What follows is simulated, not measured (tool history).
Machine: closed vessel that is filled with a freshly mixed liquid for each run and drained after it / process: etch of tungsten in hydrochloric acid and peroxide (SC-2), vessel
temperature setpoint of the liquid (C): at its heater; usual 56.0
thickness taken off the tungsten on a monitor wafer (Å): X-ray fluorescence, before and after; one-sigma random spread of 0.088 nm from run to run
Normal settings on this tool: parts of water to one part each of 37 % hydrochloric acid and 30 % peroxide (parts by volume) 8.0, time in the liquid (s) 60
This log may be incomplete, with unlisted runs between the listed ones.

run	day	temperature setpoint of the liquid (C)	parts of water to one part each of 37 % hydrochloric acid and 30 % peroxide (parts by volume)	time in the liquid (s)	wafers since the last listed run	hours since the thermometer was replaced	hours since the chemicals flow meter was replaced	hours since the drum of peroxide was connected	hours since the gauge calibration	read-back film thickness of the tungsten reference wafer, read on the same gauge (nm)	thickness taken off the tungsten on a monitor wafer (Å)
1	0.000	56.0	8.0	60	0	1747.9	1092.8	70.1	723.0	40.03	260.4
2	1.621	56.0	9.5	60	2711	1786.8	1131.7	109.0	761.9	39.97	228.6
3	3.546	56.0	9.5	60	3219	1833.0	1177.9	155.2	808.1	39.96	229.3
4	5.229	56.0	9.5	60	2815	1873.4	1218.3	195.6	848.5	40.05	229.3
5	11.125	62.5	8.0	60	9861	2014.9	1359.8	337.1	990.0	39.99	398.6
6	12.854	62.5	8.0	60	2892	2056.4	1401.3	378.6	1031.5	39.99	397.1
7	14.562	56.0	8.0	80	2857	2097.4	1442.3	419.6	1072.5	39.98	351.2
8	16.771	56.0	8.0	80	3693	2150.4	1495.3	472.6	1125.5	39.99	351.5
9	19.754	56.0	8.0	80	4989	2222.0	1566.9	544.2	1197.1	39.97	353.2
10	21.067	56.0	5.0	35	2195	2253.5	1598.4	575.7	1228.6	39.94	221.1
11	22.204	56.0	5.0	35	1902	2280.8	1625.7	603.0	1255.9	40.05	219.5
12	23.988	63.0	8.0	60	2982	2323.6	1668.5	645.8	1298.7	39.96	411.5
# day 24.454: gauge calibrated
13	25.154	63.0	8.0	60	1951	2351.6	1696.5	673.8	16.8	39.99	412.5
14	26.358	56.0	12.0	30	2014	2380.5	1725.4	702.7	45.7	40.02	94.7
15	28.583	56.0	8.0	85	3721	2433.9	1778.8	756.1	99.1	40.00	377.3
16	33.479	48.5	5.0	75	8188	2551.4	1896.3	873.6	216.6	39.98	288.1
17	35.133	56.0	8.0	60	2766	2591.1	1936.0	913.3	256.3	39.99	266.5
18	37.971	56.0	5.0	90	4746	2659.2	2004.1	981.4	324.4	39.95	570.4
# day 45.892: new drum of peroxide connected
19	46.271	56.0	8.0	50	13813	2858.4	2203.3	9.1	523.6	39.95	222.7
# day 47.004: chemicals flow meter replaced
20	48.996	47.0	5.0	60	4488	2923.8	47.8	74.5	589.0	39.96	204.1
# day 49.504: thermometer replaced
21	51.467	56.0	5.0	40	4063	47.1	107.1	133.8	648.3	40.03	243.4
22	52.750	60.5	5.5	35	2146	77.9	137.9	164.6	679.1	39.96	267.7
23	54.667	56.0	8.0	60	3205	123.9	183.9	210.6	725.1	40.01	257.1
24	57.442	56.0	8.0	60	4641	190.5	250.5	277.2	791.7	40.03	259.4
25	59.188	47.0	5.0	30	2920	232.4	292.4	319.1	833.6	40.07	102.1
26	65.988	56.0	9.5	60	11373	395.6	455.6	482.3	996.8	39.96	226.9

Below are 4 alternative next runs, each starting from the tool's condition after run 26. Predict each:
A	66.017	56.0	6.5	60	48	396.3	456.3	483.0	997.5	?	?
B	66.017	63.0	6.5	60	48	396.3	456.3	483.0	997.5	?	?
C	66.017	47.5	11.5	60	48	396.3	456.3	483.0	997.5	?	?
D	66.017	56.0	4.5	60	48	396.3	456.3	483.0	997.5	?	?

run	read-back film thickness of the tungsten reference wafer, read on the same gauge (nm)	thickness taken off the tungsten on a monitor wafer (Å)
A	39.99	305.0
B	39.99	473.8
C	39.99	109.7
D	39.99	398.5
Without the tool's unlogged condition, the same runs would have read:
run	thickness taken off the tungsten on a monitor wafer (Å)
A	302.1
B	469.3
C	108.6
D	395.0

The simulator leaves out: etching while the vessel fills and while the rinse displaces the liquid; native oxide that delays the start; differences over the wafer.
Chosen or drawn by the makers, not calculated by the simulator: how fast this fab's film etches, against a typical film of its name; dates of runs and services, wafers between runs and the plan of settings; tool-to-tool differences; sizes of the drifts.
